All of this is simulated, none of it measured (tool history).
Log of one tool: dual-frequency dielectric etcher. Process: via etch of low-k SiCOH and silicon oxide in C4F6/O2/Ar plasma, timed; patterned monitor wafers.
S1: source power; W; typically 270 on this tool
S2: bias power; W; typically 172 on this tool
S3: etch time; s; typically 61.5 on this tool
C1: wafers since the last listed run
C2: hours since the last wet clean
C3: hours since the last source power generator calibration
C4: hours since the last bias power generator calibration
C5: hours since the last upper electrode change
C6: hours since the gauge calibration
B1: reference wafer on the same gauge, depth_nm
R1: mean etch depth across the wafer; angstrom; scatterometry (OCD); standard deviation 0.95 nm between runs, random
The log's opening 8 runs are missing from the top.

run    hour   S1   S2    S3    C1     C2      C3      C4      C5      C6     B1    R1
  9   392.0  270  201  67.0   901  392.5  2211.2  3948.3   107.4  1735.9  121.1  1676
      422.7  -- source power generator calibrated
 10   450.3  200  202  77.0   834  450.8    27.6  4006.6   165.7  1794.2  121.0  1710
 11   510.8  340  215  47.5   930  511.3    88.1  4067.1   226.2  1854.7  121.1  1357
 12   576.1  270  172  61.5  1004  576.6   153.4  4132.4   291.5  1920.0  121.0  1433
      640.4  -- wet clean of the chamber
      647.2  -- bias power generator calibrated
 13   647.7  210  196  80.0   670    7.3   225.0     0.5   363.1  1991.6  121.0  1801
      841.7  -- gauge calibrated
 14   848.3  340  133  61.5  3084  207.9   425.6   201.1   563.7     6.6  121.1  1415
 15   888.0  270  204  61.5   610  247.6   465.3   240.8   603.4    46.3  121.0  1566
 16   929.6  270  172  54.5   639  289.2   506.9   282.4   645.0    87.9  121.0  1270
 17   977.0  270  172  61.5   728  336.6   554.3   329.8   692.4   135.3  120.9  1451
 18  1027.4  240  134  74.0   774  387.0   604.7   380.2   742.8   185.7  120.8  1453
 19  1074.1  320  172  61.5   718  433.7   651.4   426.9   789.5   232.4  121.1  1539
 20  1137.4  270  147  61.5   973  497.0   714.7   490.2   852.8   295.7  121.1  1328
 21  1166.7  290  172  61.5   450  526.3   744.0   519.5   882.1   325.0  121.1  1487
 22  1233.8  200  154  61.5  1031  593.4   811.1   586.6   949.2   392.1  120.9  1189
     1282.9  -- wet clean of the chamber
 23  1283.4  320  195  52.5   393    0.5   860.7   636.2   998.8   441.7  121.1  1405
 24  1324.7  210  215  71.0   635   41.8   902.0   677.5  1040.1   483.0  121.0  1664
 25  1382.4  220  203  61.5   887   99.5   959.7   735.2  1097.8   540.7  121.1  1437
 26  1451.1  340  192  61.5  1056  168.2  1028.4   803.9  1166.5   609.4  121.1  1661
 27  1568.2  210  139  45.0  1800  285.3  1145.5   921.0  1283.6   726.5  121.1   848
 28  1599.2  210  172  72.5   476  316.3  1176.5   952.0  1314.6   757.5  120.9  1522
 29  1648.2  270  172  61.5   753  365.3  1225.5  1001.0  1363.6   806.5  121.2  1436
 30  1690.2  270  210  61.5   645  407.3  1267.5  1043.0  1405.6   848.5  121.0  1585

Branching from run 30: 4 alternative next runs. What would each branch give?
  A  1690.6  270  172  61.5   6  407.7  1267.9  1043.4  1406.0  848.9   ?   ?
  B  1690.6  330  161  43.0   6  407.7  1267.9  1043.4  1406.0  848.9   ?   ?
  C  1690.6  270  207  61.5   6  407.7  1267.9  1043.4  1406.0  848.9   ?   ?
  D  1690.6  310  172  75.0   6  407.7  1267.9  1043.4  1406.0  848.9   ?   ?

run     B1    R1
  A  121.0  1444
  B  121.0  1067
  C  121.0  1577
  D  121.0  1870
Without the tool's hidden state the same runs would have given:
run    R1
  A  1444
  B  1067
  C  1577
  D  1870

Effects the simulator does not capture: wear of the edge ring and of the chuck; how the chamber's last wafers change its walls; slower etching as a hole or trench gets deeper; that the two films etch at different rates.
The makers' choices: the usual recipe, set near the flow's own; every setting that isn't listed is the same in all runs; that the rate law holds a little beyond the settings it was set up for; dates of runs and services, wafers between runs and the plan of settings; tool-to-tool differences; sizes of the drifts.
